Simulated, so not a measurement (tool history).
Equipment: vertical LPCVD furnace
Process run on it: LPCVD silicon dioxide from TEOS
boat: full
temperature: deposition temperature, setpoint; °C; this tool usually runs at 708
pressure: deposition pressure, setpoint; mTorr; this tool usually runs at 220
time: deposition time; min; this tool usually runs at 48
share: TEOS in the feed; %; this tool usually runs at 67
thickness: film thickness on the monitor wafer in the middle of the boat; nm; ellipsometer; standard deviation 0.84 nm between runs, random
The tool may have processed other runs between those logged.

| run | day | temperature | pressure | time | share | read-back reference wafer on the same gauge, thickness | thickness |
|---|---|---|---|---|---|---|---|
| 1 | 0 | 708 | 220 | 48 | 67 | 274.77 | 343.39 |
| 2 | 0.462 | 708 | 195 | 48 | 67 | 275.12 | 322.89 |
| 3 | 0.871 | 708 | 195 | 48 | 67 | 275.14 | 323.51 |
| 4 | 2.146 | 708 | 195 | 48 | 67 | 274.74 | 323.3 |
| 5 | 2.6 | 708 | 220 | 48 | 67 | 275 | 342 |
|  | 4.046 | gauge calibrated |
|  | 4.15 | pressure gauge zeroed |
| 6 | 4.171 | 708 | 220 | 48 | 67 | 275.01 | 345.27 |
| 7 | 4.338 | 708 | 255 | 48 | 67 | 275 | 371.77 |
| 8 | 4.5 | 708 | 255 | 48 | 67 | 275.17 | 370.94 |
| 9 | 4.662 | 708 | 255 | 48 | 67 | 275.34 | 372.47 |
| 10 | 4.925 | 708 | 220 | 59.5 | 67 | 274.94 | 428.28 |
| 11 | 5.55 | 708 | 220 | 59.5 | 67 | 275.09 | 428.08 |
|  | 6.821 | TEOS flow controller replaced |
| 12 | 6.842 | 708 | 220 | 59.5 | 67 | 275 | 430.85 |
| 13 | 7.004 | 719 | 170 | 62.5 | 67 | 274.95 | 509.27 |

Estimate the outcome of run 14 from the log above:
| 14 | 7.171 | 708 | 220 | 48 | 67 | ? | ? |

For run 14 the tool returned read-back reference wafer on the same gauge, thickness 275.03, thickness 346.1 nm.
Had the tool carried no hidden state, the very same run would have given thickness 315.64 nm.

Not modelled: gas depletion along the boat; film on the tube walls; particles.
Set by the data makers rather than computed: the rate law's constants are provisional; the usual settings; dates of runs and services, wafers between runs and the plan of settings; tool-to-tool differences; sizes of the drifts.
